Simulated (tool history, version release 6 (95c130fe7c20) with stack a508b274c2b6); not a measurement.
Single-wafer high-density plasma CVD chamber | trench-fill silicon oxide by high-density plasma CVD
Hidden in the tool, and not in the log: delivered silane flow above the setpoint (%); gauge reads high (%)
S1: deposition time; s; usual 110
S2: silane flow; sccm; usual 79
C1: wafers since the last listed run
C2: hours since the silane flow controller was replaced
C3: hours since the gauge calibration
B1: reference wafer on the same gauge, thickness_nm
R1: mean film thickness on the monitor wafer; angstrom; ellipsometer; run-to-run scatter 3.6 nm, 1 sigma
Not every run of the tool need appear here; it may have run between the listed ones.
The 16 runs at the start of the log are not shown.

run     day   S1  S2    C1      C2      C3       B1       R1
 17  31.146  119  67   679  4428.3   768.5  872.576  7772.89
 18  34.104  110  74  1046  4499.3   839.5  873.202  7913.32
 19  36.162  110  74   728  4548.7   888.9  872.906  7877.49
 20  38.875  123  79   959  4613.8   954.0  872.766  9428.62
 21  40.417  124  67   545  4650.8   991.0  872.868  8093.97
 22  41.642   96  91   433  4680.2  1020.4  872.772  8411.98
 23  44.375  110  79   966  4745.8  1086.0  873.218  8453.87
     44.738  -- silane flow controller replaced
 24  46.242  110  79   542    36.1  1130.8  872.099  8418.75
 25  48.196   98  79   691    83.0  1177.7  872.445  7524.52
 26  50.004  110  79   639   126.4  1221.1  872.927  8436.24
 27  52.212  110  79   781   179.4  1274.1  871.838  8428.60

What does the tool deliver on the next run?
     52.704  -- gauge calibrated
 28  54.496  123  83  807  234.2  43.0   ?   ?

B1: 872.985
R1: 9948.02 angstrom
The same run, on a tool lacking any hidden state, would have yielded R1 9948.02 angstrom.
